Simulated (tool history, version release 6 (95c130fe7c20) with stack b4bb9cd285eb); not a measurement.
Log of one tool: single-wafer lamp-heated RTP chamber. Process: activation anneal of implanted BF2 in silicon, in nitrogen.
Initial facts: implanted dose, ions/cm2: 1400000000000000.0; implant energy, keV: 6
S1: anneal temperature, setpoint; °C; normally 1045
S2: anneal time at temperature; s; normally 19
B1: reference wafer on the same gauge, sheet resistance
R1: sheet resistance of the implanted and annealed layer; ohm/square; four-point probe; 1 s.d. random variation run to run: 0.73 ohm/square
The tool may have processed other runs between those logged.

{"run": 1, "hour": 0.0, "S1": 1045, "S2": 10, "B1": 206.93, "R1": 206.42}
{"run": 2, "hour": 57.3, "S1": 1045, "S2": 10, "B1": 207.16, "R1": 206.29}
{"run": 3, "hour": 104.3, "S1": 1045, "S2": 10, "B1": 206.86, "R1": 206.61}
{"run": 4, "hour": 159.1, "S1": 1065, "S2": 13, "B1": 207.08, "R1": 168.83}
{"run": 5, "hour": 214.4, "S1": 1065, "S2": 13, "B1": 206.96, "R1": 169.14}
{"run": 6, "hour": 252.7, "S1": 1045, "S2": 11, "B1": 206.98, "R1": 200.09}
{"run": 7, "hour": 284.2, "S1": 1045, "S2": 11, "B1": 207.09, "R1": 196.75}
{"hour": 337.0, "done": "pyrometer window cleaned and pyrometer calibrated"}
{"run": 8, "hour": 340.2, "S1": 1045, "S2": 19, "B1": 207.04, "R1": 182.19}
{"run": 9, "hour": 379.2, "S1": 1045, "S2": 19, "B1": 207.01, "R1": 181.72}
{"run": 10, "hour": 430.1, "S1": 1062, "S2": 19, "B1": 206.81, "R1": 162.21}
{"run": 11, "hour": 461.2, "S1": 1062, "S2": 19, "B1": 207.03, "R1": 162.19}
{"run": 12, "hour": 532.4, "S1": 1045, "S2": 19, "B1": 206.89, "R1": 179.83}
{"run": 13, "hour": 575.9, "S1": 1033, "S2": 19, "B1": 207.11, "R1": 196.03}
{"run": 14, "hour": 634.6, "S1": 1025, "S2": 19, "B1": 206.97, "R1": 209.16}
{"run": 15, "hour": 690.8, "S1": 1025, "S2": 24, "B1": 206.96, "R1": 193.69}
{"hour": 713.1, "done": "reflector plate cleaned"}
{"run": 16, "hour": 748.5, "S1": 1024, "S2": 19, "B1": 206.73, "R1": 210.13}
{"run": 17, "hour": 776.4, "S1": 1060, "S2": 23, "B1": 206.85, "R1": 155.39}
{"run": 18, "hour": 814.9, "S1": 1054, "S2": 27, "B1": 206.92, "R1": 157.25}
{"hour": 836.0, "done": "gauge calibrated"}
{"run": 19, "hour": 861.2, "S1": 1061, "S2": 25, "B1": 207.03, "R1": 150.4}
{"hour": 940.6, "done": "pyrometer window cleaned and pyrometer calibrated"}
{"run": 20, "hour": 1068.5, "S1": 1045, "S2": 19, "B1": 207.06, "R1": 180.87}
{"run": 21, "hour": 1129.1, "S1": 1025, "S2": 24, "B1": 206.92, "R1": 197.23}
{"run": 22, "hour": 1156.0, "S1": 1045, "S2": 22, "B1": 206.87, "R1": 176.19}

Expected results for the next run?
{"run": 23, "hour": 1180.8, "S1": 1037, "S2": 28, "B1": "?", "R1": "?"}

B1: 206.99
R1: 176.55 ohm/square
Take away the tool's hidden state, keep the run-to-run variation as it was, and the same run would have given R1 178.5 ohm/square.

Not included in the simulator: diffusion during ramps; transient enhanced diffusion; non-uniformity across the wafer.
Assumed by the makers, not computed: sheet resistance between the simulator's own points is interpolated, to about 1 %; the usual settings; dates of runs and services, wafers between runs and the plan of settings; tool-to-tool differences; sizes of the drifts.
